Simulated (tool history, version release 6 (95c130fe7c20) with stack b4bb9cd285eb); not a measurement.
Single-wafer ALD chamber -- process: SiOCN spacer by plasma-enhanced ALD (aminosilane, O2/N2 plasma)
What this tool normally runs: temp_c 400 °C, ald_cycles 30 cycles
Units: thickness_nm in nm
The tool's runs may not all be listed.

| run | day | temp_c | ald_cycles | wafers since the last listed run | hours since the last thermocouple change | hours since the gauge calibration | read-back reference wafer on the same gauge, thickness_nm | thickness_nm |
|---|---|---|---|---|---|---|---|---|
| 1 | 0.000 | 400 | 30 | 0 | 5.6 | 1773.0 | 2.358 | 1.986 |
| 2 | 2.467 | 391 | 30 | 266 | 64.8 | 1832.2 | 2.356 | 1.983 |
| 3 | 6.125 | 391 | 30 | 395 | 152.6 | 1920.0 | 2.355 | 1.981 |
| 4 | 8.892 | 391 | 30 | 298 | 219.0 | 1986.4 | 2.356 | 1.977 |
| 5 | 13.096 | 400 | 30 | 454 | 319.9 | 2087.3 | 2.358 | 1.984 |
| 6 | 15.075 | 400 | 30 | 213 | 367.4 | 2134.8 | 2.357 | 1.979 |
| 7 | 18.600 | 400 | 30 | 380 | 452.0 | 2219.4 | 2.356 | 1.981 |
| 8 | 22.262 | 400 | 26 | 395 | 539.9 | 2307.3 | 2.355 | 1.721 |
| 9 | 24.400 | 400 | 30 | 230 | 591.2 | 2358.6 | 2.353 | 1.974 |
| 10 | 26.562 | 400 | 30 | 233 | 643.1 | 2410.5 | 2.355 | 1.986 |
| 11 | 29.642 | 400 | 30 | 332 | 717.0 | 2484.4 | 2.352 | 1.973 |
| 12 | 32.079 | 400 | 30 | 263 | 775.5 | 2542.9 | 2.354 | 1.981 |
| 13 | 34.154 | 400 | 30 | 224 | 825.3 | 2592.7 | 2.351 | 1.970 |
| 14 | 35.804 | 400 | 30 | 178 | 864.9 | 2632.3 | 2.354 | 1.986 |
| 15 | 37.508 | 400 | 30 | 184 | 905.8 | 2673.2 | 2.354 | 1.976 |
| 16 | 41.821 | 400 | 30 | 465 | 1009.3 | 2776.7 | 2.353 | 1.986 |
|  | 44.917 | thermocouple changed; heater temperature recalibrated |
| 17 | 46.296 | 400 | 30 | 447 | 33.1 | 2884.1 | 2.355 | 1.982 |
| 18 | 49.833 | 400 | 30 | 382 | 118.0 | 2969.0 | 2.352 | 1.971 |
| 19 | 51.983 | 400 | 29 | 232 | 169.6 | 3020.6 | 2.352 | 1.906 |
| 20 | 54.979 | 400 | 29 | 323 | 241.5 | 3092.5 | 2.349 | 1.915 |
|  | 58.529 | gauge calibrated |
| 21 | 59.438 | 400 | 29 | 481 | 348.5 | 21.8 | 2.422 | 1.974 |
| 22 | 62.175 | 400 | 30 | 295 | 414.2 | 87.5 | 2.418 | 2.033 |
| 23 | 64.542 | 407 | 27 | 255 | 471.0 | 144.3 | 2.416 | 1.789 |
| 24 | 68.858 | 400 | 30 | 466 | 574.6 | 247.9 | 2.415 | 2.030 |
| 25 | 72.438 | 395 | 26 | 386 | 660.5 | 333.8 | 2.407 | 1.748 |
| 26 | 76.062 | 415 | 33 | 391 | 747.5 | 420.8 | 2.404 | 2.114 |
| 27 | 79.950 | 392 | 30 | 419 | 840.8 | 514.1 | 2.401 | 2.023 |
| 28 | 82.175 | 400 | 27 | 240 | 894.2 | 567.5 | 2.396 | 1.815 |
|  | 83.712 | thermocouple changed; heater temperature recalibrated |
| 29 | 85.108 | 409 | 32 | 280 | 33.5 | 637.9 | 2.397 | 2.083 |
| 30 | 86.829 | 390 | 32 | 185 | 74.8 | 679.2 | 2.393 | 2.141 |
| 31 | 90.008 | 412 | 26 | 343 | 151.1 | 755.5 | 2.393 | 1.674 |
| 32 | 91.679 | 400 | 30 | 180 | 191.2 | 795.6 | 2.392 | 2.012 |
| 33 | 102.225 | 389 | 33 | 1139 | 444.3 | 1048.7 | 2.385 | 2.214 |
| 34 | 106.479 | 400 | 30 | 459 | 546.4 | 1150.8 | 2.382 | 2.012 |
| 35 | 109.188 | 400 | 25 | 292 | 611.4 | 1215.8 | 2.383 | 1.671 |
| 36 | 112.742 | 390 | 25 | 383 | 696.7 | 1301.1 | 2.381 | 1.678 |
| 37 | 115.692 | 400 | 30 | 318 | 767.5 | 1371.9 | 2.379 | 1.993 |
| 38 | 119.912 | 400 | 30 | 455 | 868.8 | 1473.2 | 2.378 | 2.001 |
| 39 | 123.033 | 414 | 36 | 337 | 943.7 | 1548.1 | 2.378 | 2.287 |
|  | 124.233 | thermocouple changed; heater temperature recalibrated |
| 40 | 124.975 | 400 | 30 | 173 | 17.8 | 1594.7 | 2.375 | 2.001 |
| 41 | 128.479 | 415 | 33 | 378 | 101.9 | 1678.8 | 2.376 | 2.094 |
| 42 | 131.846 | 400 | 30 | 363 | 182.7 | 1759.6 | 2.373 | 1.992 |

Consider 5 possible next runs. They are alternatives, not a sequence: every one starts from the tool as it was left by run 42. What does each give?
| A | 131.867 | 400 | 30 | 2 | 183.2 | 1760.1 | ? | ? |
| B | 131.867 | 414 | 26 | 2 | 183.2 | 1760.1 | ? | ? |
| C | 131.867 | 391 | 32 | 2 | 183.2 | 1760.1 | ? | ? |
| D | 131.867 | 414 | 27 | 2 | 183.2 | 1760.1 | ? | ? |
| E | 131.867 | 392 | 35 | 2 | 183.2 | 1760.1 | ? | ? |

| run | read-back reference wafer on the same gauge, thickness_nm | thickness_nm |
|---|---|---|
| A | 2.375 | 1.999 |
| B | 2.375 | 1.651 |
| C | 2.375 | 2.132 |
| D | 2.375 | 1.715 |
| E | 2.375 | 2.332 |
Without the tool's unlogged condition, the same runs would have read:
| run | thickness_nm |
|---|---|
| A | 2.027 |
| B | 1.675 |
| C | 2.163 |
| D | 1.739 |
| E | 2.365 |

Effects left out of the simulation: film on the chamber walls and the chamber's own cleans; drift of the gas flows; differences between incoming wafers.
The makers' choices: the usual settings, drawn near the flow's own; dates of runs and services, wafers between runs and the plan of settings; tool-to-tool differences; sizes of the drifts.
